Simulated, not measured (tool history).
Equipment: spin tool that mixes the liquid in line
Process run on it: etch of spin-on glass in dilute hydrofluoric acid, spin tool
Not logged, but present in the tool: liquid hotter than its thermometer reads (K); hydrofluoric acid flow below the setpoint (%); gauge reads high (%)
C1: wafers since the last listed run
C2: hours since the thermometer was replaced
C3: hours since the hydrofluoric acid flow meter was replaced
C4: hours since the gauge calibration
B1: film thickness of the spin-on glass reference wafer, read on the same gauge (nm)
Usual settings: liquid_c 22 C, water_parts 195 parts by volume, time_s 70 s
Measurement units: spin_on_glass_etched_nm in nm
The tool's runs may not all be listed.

Run 1, hour 0: usual settings; C1 0; C2 2466.2; C3 1844.2; C4 176; B1 40. Result: spin_on_glass_etched_nm 12.97 nm.
Run 2, hour 35.3: usual settings; C1 426; C2 2501.5; C3 1879.5; C4 211.3; B1 40.02. Result: spin_on_glass_etched_nm 13.2 nm.
Run 3, hour 75: usual settings; C1 479; C2 2541.2; C3 1919.2; C4 251; B1 39.99. Result: spin_on_glass_etched_nm 13.17 nm.
Run 4, hour 125.1: usual settings; C1 604; C2 2591.3; C3 1969.3; C4 301.1; B1 40.01. Result: spin_on_glass_etched_nm 13.04 nm.
Run 5, hour 158.4: usual settings; C1 401; C2 2624.6; C3 2002.6; C4 334.4; B1 39.99. Result: spin_on_glass_etched_nm 13.15 nm.
Run 6, hour 221.6: usual settings; C1 762; C2 2687.8; C3 2065.8; C4 397.6; B1 40. Result: spin_on_glass_etched_nm 13.09 nm.
Run 7, hour 275.3: usual settings but liquid_c 23.5 C; C1 648; C2 2741.5; C3 2119.5; C4 451.3; B1 40.02. Result: spin_on_glass_etched_nm 13.85 nm.
Run 8, hour 317.5: usual settings but liquid_c 23.5 C; C1 509; C2 2783.7; C3 2161.7; C4 493.5; B1 40.01. Result: spin_on_glass_etched_nm 14.01 nm.
At hour 343.8: thermometer replaced.
Run 9, hour 344.1: usual settings but water_parts 260 parts by volume, time_s 50 s; C1 309; C2 0.3; C3 2188.3; C4 520.1; B1 40.03. Result: spin_on_glass_etched_nm 6.57 nm.
Run 10, hour 391.9: usual settings but water_parts 260 parts by volume, time_s 50 s; C1 577; C2 48.1; C3 2236.1; C4 567.9; B1 39.96. Result: spin_on_glass_etched_nm 6.56 nm.
Run 11, hour 433.7: usual settings but liquid_c 27 C, water_parts 235 parts by volume, time_s 90 s; C1 504; C2 89.9; C3 2277.9; C4 609.7; B1 39.98. Result: spin_on_glass_etched_nm 16.39 nm.
Run 12, hour 473.3: usual settings but liquid_c 20 C, water_parts 115 parts by volume, time_s 45 s; C1 478; C2 129.5; C3 2317.5; C4 649.3; B1 39.97. Result: spin_on_glass_etched_nm 14.36 nm.
At hour 503.8: gauge calibrated.
Run 13, hour 518.4: usual settings but liquid_c 27 C, water_parts 235 parts by volume, time_s 90 s; C1 544; C2 174.6; C3 2362.6; C4 14.6; B1 39.98. Result: spin_on_glass_etched_nm 15.84 nm.
Run 14, hour 545.2: usual settings; C1 323; C2 201.4; C3 2389.4; C4 41.4; B1 40. Result: spin_on_glass_etched_nm 13.22 nm.
At hour 563.4: hydrofluoric acid flow meter replaced.
Run 15, hour 614.2: usual settings; C1 820; C2 270.4; C3 50.8; C4 110.4; B1 40.02. Result: spin_on_glass_etched_nm 12.84 nm.
Run 16, hour 639.3: usual settings but liquid_c 20 C, water_parts 160 parts by volume, time_s 45 s; C1 302; C2 295.5; C3 75.9; C4 135.5; B1 40.01. Result: spin_on_glass_etched_nm 9.85 nm.
Run 17, hour 668.2: usual settings but time_s 40 s; C1 348; C2 324.4; C3 104.8; C4 164.4; B1 39.97. Result: spin_on_glass_etched_nm 7.53 nm.
Run 18, hour 826.4: usual settings but liquid_c 27 C, water_parts 140 parts by volume; C1 1909; C2 482.6; C3 263; C4 322.6; B1 40.01. Result: spin_on_glass_etched_nm 23.9 nm.
Run 19, hour 880.9: usual settings but time_s 50 s; C1 657; C2 537.1; C3 317.5; C4 377.1; B1 40. Result: spin_on_glass_etched_nm 9.42 nm.
Run 20, hour 923.6: usual settings; C1 515; C2 579.8; C3 360.2; C4 419.8; B1 40. Result: spin_on_glass_etched_nm 13.12 nm.
Run 21, hour 950.5: usual settings but water_parts 240 parts by volume, time_s 55 s; C1 324; C2 606.7; C3 387.1; C4 446.7; B1 40.01. Result: spin_on_glass_etched_nm 8.1 nm.

Below are 4 alternative next runs, each starting from the tool's condition after run 21. Predict each:
Run A, hour 950.9: usual settings but water_parts 115 parts by volume; C1 4; C2 607.1; C3 387.5; C4 447.1; B1 ?. Result: spin_on_glass_etched_nm ?.
Run B, hour 950.9: usual settings but water_parts 280 parts by volume; C1 4; C2 607.1; C3 387.5; C4 447.1; B1 ?. Result: spin_on_glass_etched_nm ?.
Run C, hour 950.9: usual settings but water_parts 145 parts by volume, time_s 85 s; C1 4; C2 607.1; C3 387.5; C4 447.1; B1 ?. Result: spin_on_glass_etched_nm ?.
Run D, hour 950.9: usual settings but water_parts 140 parts by volume; C1 4; C2 607.1; C3 387.5; C4 447.1; B1 ?. Result: spin_on_glass_etched_nm ?.

run     B1  spin_on_glass_etched_nm
  A  39.99                    24.48
  B  39.99                     8.47
  C  39.99                     22.8
  D  39.99                    19.55
The same runs, with their run-to-run variation unchanged, on a tool lacking any hidden condition would have given:
run  spin_on_glass_etched_nm
  A                    24.48
  B                     8.47
  C                     22.8
  D                    19.55
